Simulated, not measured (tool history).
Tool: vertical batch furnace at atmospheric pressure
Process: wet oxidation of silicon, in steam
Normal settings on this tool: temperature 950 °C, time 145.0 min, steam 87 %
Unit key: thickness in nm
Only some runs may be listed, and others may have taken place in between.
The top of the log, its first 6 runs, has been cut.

| run | day | temperature | time | steam | wafers since the last listed run | hours since the last temperature calibration | hours since the steam generator was serviced | hours since the gauge calibration | read-back reference wafer on the same gauge, thickness | thickness |
|---|---|---|---|---|---|---|---|---|---|---|
| 7 | 16.550 | 950 | 145.0 | 87 | 1991 | 2760.3 | 3406.8 | 1024.9 | 391.59 | 456.53 |
| 8 | 18.488 | 950 | 145.0 | 87 | 514 | 2806.8 | 3453.3 | 1071.4 | 391.43 | 456.84 |
| 9 | 21.212 | 950 | 145.0 | 91 | 723 | 2872.2 | 3518.7 | 1136.8 | 391.93 | 471.49 |
| 10 | 22.496 | 950 | 145.0 | 91 | 340 | 2903.0 | 3549.5 | 1167.6 | 391.66 | 468.29 |
| 11 | 23.571 | 950 | 145.0 | 96 | 285 | 2928.8 | 3575.3 | 1193.4 | 392.12 | 486.74 |
| 12 | 27.229 | 950 | 145.0 | 96 | 971 | 3016.6 | 3663.1 | 1281.2 | 392.08 | 488.98 |
| 13 | 29.975 | 950 | 145.0 | 96 | 728 | 3082.5 | 3729.0 | 1347.1 | 392.00 | 490.29 |
| 14 | 32.358 | 950 | 111.0 | 87 | 632 | 3139.7 | 3786.2 | 1404.3 | 392.01 | 375.69 |
| 15 | 33.596 | 950 | 111.0 | 87 | 328 | 3169.4 | 3815.9 | 1434.0 | 391.86 | 373.30 |
|  | 34.871 | gauge calibrated |
| 16 | 35.100 | 950 | 111.0 | 87 | 399 | 3205.5 | 3852.0 | 5.5 | 391.90 | 375.26 |
|  | 37.012 | steam generator serviced |
| 17 | 37.700 | 950 | 145.0 | 87 | 424 | 3267.9 | 16.5 | 67.9 | 391.81 | 479.04 |
| 18 | 40.038 | 950 | 145.0 | 87 | 620 | 3324.0 | 72.6 | 124.0 | 392.21 | 481.59 |
| 19 | 42.071 | 950 | 145.0 | 87 | 539 | 3372.8 | 121.4 | 172.8 | 392.03 | 481.89 |
| 20 | 44.008 | 926 | 166.5 | 81 | 514 | 3419.3 | 167.9 | 219.3 | 391.96 | 414.16 |
| 21 | 46.304 | 957 | 107.5 | 87 | 609 | 3474.4 | 223.0 | 274.4 | 391.45 | 408.13 |
| 22 | 48.429 | 957 | 145.0 | 97 | 564 | 3525.4 | 274.0 | 325.4 | 391.97 | 546.06 |
|  | 51.800 | thermocouples replaced and temperature profile calibrated |
| 23 | 51.821 | 950 | 145.0 | 87 | 634 | 0.5 | 355.4 | 406.8 | 392.01 | 482.08 |

Run 24 has not been measured yet. What should we expect?
| 24 | 53.717 | 958 | 145.0 | 87 | 503 | 46.0 | 400.9 | 452.3 | ? | ? |

read-back reference wafer on the same gauge, thickness: 392.01
thickness: 512.51 nm
With the hidden condition absent and the run-to-run variation left alone, this run would have shown thickness 517.21 nm.

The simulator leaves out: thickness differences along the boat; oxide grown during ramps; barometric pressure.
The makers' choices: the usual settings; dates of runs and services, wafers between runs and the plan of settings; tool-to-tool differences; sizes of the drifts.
